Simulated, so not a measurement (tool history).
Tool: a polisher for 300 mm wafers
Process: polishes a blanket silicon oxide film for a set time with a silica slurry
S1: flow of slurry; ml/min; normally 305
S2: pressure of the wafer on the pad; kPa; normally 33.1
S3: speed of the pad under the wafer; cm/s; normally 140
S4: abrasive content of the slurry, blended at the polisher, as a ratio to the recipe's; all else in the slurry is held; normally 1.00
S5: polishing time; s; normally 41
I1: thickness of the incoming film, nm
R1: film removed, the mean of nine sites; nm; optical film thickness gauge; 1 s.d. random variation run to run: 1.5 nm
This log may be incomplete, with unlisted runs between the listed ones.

run,hour,S1,S2,S3,S4,S5,I1,R1
1,0.0,305,33.1,140,1.00,41,1267.9,150.4
2,9.0,305,33.1,140,1.00,41,1271.8,150.4
3,22.9,305,33.1,140,1.00,41,1258.1,146.2
4,30.5,235,33.1,140,1.00,38,1293.4,133.0
5,45.4,305,41.4,140,1.00,41,1264.4,182.4
# hour 56.5: slurry nozzle cleaned
# hour 60.1: worn pad replaced by a new one
6,60.9,305,41.4,140,1.00,41,1290.0,178.9
7,71.9,305,41.4,140,1.00,41,1292.4,178.0
8,88.3,305,33.1,140,1.00,41,1285.8,146.4
# hour 90.7: slurry blender recalibrated
# hour 102.2: head pressure recalibrated
# hour 105.6: conditioning disc replaced and pad reconditioned
9,106.2,305,33.1,140,1.00,41,1287.0,167.2
10,113.2,305,33.1,140,1.00,41,1295.3,162.5
11,119.3,305,33.1,140,1.00,32,1270.2,125.3
12,126.9,345,33.1,140,1.00,41,1285.8,161.5
# hour 138.7: worn pad replaced by a new one
13,139.2,305,33.1,180,1.00,41,1281.8,179.8
14,146.7,305,33.1,140,1.00,36,1299.8,135.2
15,158.4,220,33.1,140,1.00,45,1280.3,167.7
16,165.1,210,38.6,140,1.00,41,1279.0,174.5
17,178.8,215,37.2,94,1.25,41,1279.1,151.9
18,187.4,305,33.1,140,1.00,41,1283.3,150.5

3 ways to go on from here, each from the tool as it stands after run 18. What would each give?
A,187.8,240,33.1,140,1.00,41,1271.6,?
B,187.8,305,23.4,180,1.00,41,1271.6,?
C,187.8,355,25.5,172,1.00,28,1271.6,?

run,R1
A,148.6
B,126.0
C,91.4
Take away the tool's hidden state, keep each run's random variation, and the runs would have read:
run,R1
A,164.0
B,137.5
C,100.1
